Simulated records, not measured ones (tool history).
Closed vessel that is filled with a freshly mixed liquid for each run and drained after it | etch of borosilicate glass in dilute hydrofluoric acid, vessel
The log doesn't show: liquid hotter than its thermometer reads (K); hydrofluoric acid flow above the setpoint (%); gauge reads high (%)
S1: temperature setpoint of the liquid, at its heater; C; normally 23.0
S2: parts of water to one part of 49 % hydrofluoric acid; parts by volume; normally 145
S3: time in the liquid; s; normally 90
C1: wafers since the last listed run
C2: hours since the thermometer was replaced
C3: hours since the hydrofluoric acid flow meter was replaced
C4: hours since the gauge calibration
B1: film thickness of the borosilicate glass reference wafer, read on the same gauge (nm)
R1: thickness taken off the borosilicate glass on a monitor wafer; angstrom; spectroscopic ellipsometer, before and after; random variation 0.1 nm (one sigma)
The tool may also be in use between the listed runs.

| run | hour | S1 | S2 | S3 | C1 | C2 | C3 | C4 | B1 | R1 |
|---|---|---|---|---|---|---|---|---|---|---|
| 1 | 0.0 | 23.0 | 110 | 90 | 0 | 1856.9 | 552.6 | 917.7 | 80.07 | 267.1 |
| 2 | 42.7 | 23.0 | 110 | 90 | 5595 | 1899.6 | 595.3 | 960.4 | 80.00 | 265.0 |
| 3 | 92.2 | 23.0 | 145 | 90 | 6486 | 1949.1 | 644.8 | 1009.9 | 79.97 | 194.9 |
| 4 | 143.6 | 23.0 | 145 | 90 | 6735 | 2000.5 | 696.2 | 1061.3 | 80.04 | 193.3 |
| 5 | 206.5 | 23.0 | 145 | 90 | 8243 | 2063.4 | 759.1 | 1124.2 | 80.05 | 194.0 |
| 6 | 238.0 | 23.0 | 145 | 90 | 4128 | 2094.9 | 790.6 | 1155.7 | 80.00 | 192.9 |
| 7 | 377.6 | 23.0 | 145 | 90 | 18294 | 2234.5 | 930.2 | 1295.3 | 80.02 | 192.1 |
| 8 | 414.1 | 23.0 | 145 | 90 | 4783 | 2271.0 | 966.7 | 1331.8 | 80.00 | 195.6 |
| 9 | 477.3 | 23.0 | 145 | 90 | 8282 | 2334.2 | 1029.9 | 1395.0 | 80.03 | 192.7 |
|  | 502.8 | thermometer replaced |
| 10 | 527.6 | 23.0 | 145 | 90 | 6460 | 24.8 | 1080.2 | 1445.3 | 79.98 | 193.6 |
| 11 | 586.7 | 19.5 | 145 | 90 | 7745 | 83.9 | 1139.3 | 1504.4 | 80.01 | 168.6 |
| 12 | 722.6 | 23.0 | 145 | 60 | 17809 | 219.8 | 1275.2 | 1640.3 | 79.97 | 128.5 |
| 13 | 754.6 | 23.0 | 185 | 125 | 4193 | 251.8 | 1307.2 | 1672.3 | 80.00 | 202.6 |
| 14 | 793.4 | 23.0 | 145 | 90 | 5084 | 290.6 | 1346.0 | 1711.1 | 79.96 | 192.1 |
| 15 | 850.7 | 23.0 | 90 | 90 | 7509 | 347.9 | 1403.3 | 1768.4 | 80.01 | 333.4 |
|  | 914.7 | gauge calibrated |
| 16 | 920.9 | 23.0 | 145 | 90 | 9199 | 418.1 | 1473.5 | 6.2 | 80.04 | 194.5 |
| 17 | 991.2 | 23.0 | 145 | 125 | 9212 | 488.4 | 1543.8 | 76.5 | 80.00 | 267.3 |
| 18 | 1036.8 | 23.0 | 145 | 110 | 5975 | 534.0 | 1589.4 | 122.1 | 80.04 | 239.0 |
|  | 1090.1 | hydrofluoric acid flow meter replaced |
| 19 | 1104.3 | 23.0 | 165 | 90 | 8714 | 601.5 | 14.2 | 189.6 | 79.99 | 166.0 |
| 20 | 1173.5 | 26.0 | 80 | 90 | 9068 | 670.7 | 83.4 | 258.8 | 80.00 | 429.7 |
| 21 | 1210.2 | 23.0 | 145 | 90 | 4809 | 707.4 | 120.1 | 295.5 | 79.97 | 194.4 |
| 22 | 1245.7 | 24.5 | 105 | 55 | 4652 | 742.9 | 155.6 | 331.0 | 80.01 | 181.3 |
| 23 | 1301.7 | 19.5 | 95 | 135 | 7338 | 798.9 | 211.6 | 387.0 | 79.99 | 407.3 |
| 24 | 1344.4 | 21.5 | 200 | 90 | 5595 | 841.6 | 254.3 | 429.7 | 79.93 | 124.6 |
| 25 | 1412.3 | 23.0 | 90 | 70 | 8898 | 909.5 | 322.2 | 497.6 | 80.00 | 257.9 |
| 26 | 1469.7 | 18.5 | 170 | 70 | 7522 | 966.9 | 379.6 | 555.0 | 80.00 | 104.2 |
| 27 | 1513.7 | 23.0 | 80 | 90 | 5766 | 1010.9 | 423.6 | 599.0 | 80.01 | 380.9 |
| 28 | 1568.2 | 25.0 | 95 | 55 | 7142 | 1065.4 | 478.1 | 653.5 | 80.01 | 207.8 |
| 29 | 1608.7 | 20.0 | 145 | 70 | 5307 | 1105.9 | 518.6 | 694.0 | 80.01 | 133.9 |
| 30 | 1632.9 | 27.0 | 145 | 90 | 3171 | 1130.1 | 542.8 | 718.2 | 80.00 | 226.1 |
| 31 | 1704.2 | 19.0 | 145 | 90 | 9343 | 1201.4 | 614.1 | 789.5 | 79.96 | 165.5 |
| 32 | 1754.5 | 26.5 | 100 | 90 | 6591 | 1251.7 | 664.4 | 839.8 | 79.98 | 337.6 |
| 33 | 1781.7 | 23.0 | 145 | 90 | 3564 | 1278.9 | 691.6 | 867.0 | 80.02 | 192.8 |
| 34 | 1816.2 | 23.0 | 145 | 90 | 4521 | 1313.4 | 726.1 | 901.5 | 79.98 | 192.4 |

What was the tool's hidden state at every run in the log?
liquid hotter than its thermometer reads (K): 0, the same for each run
hydrofluoric acid flow above the setpoint (%): 0, the same for each run
gauge reads high (%): 0, the same for each run
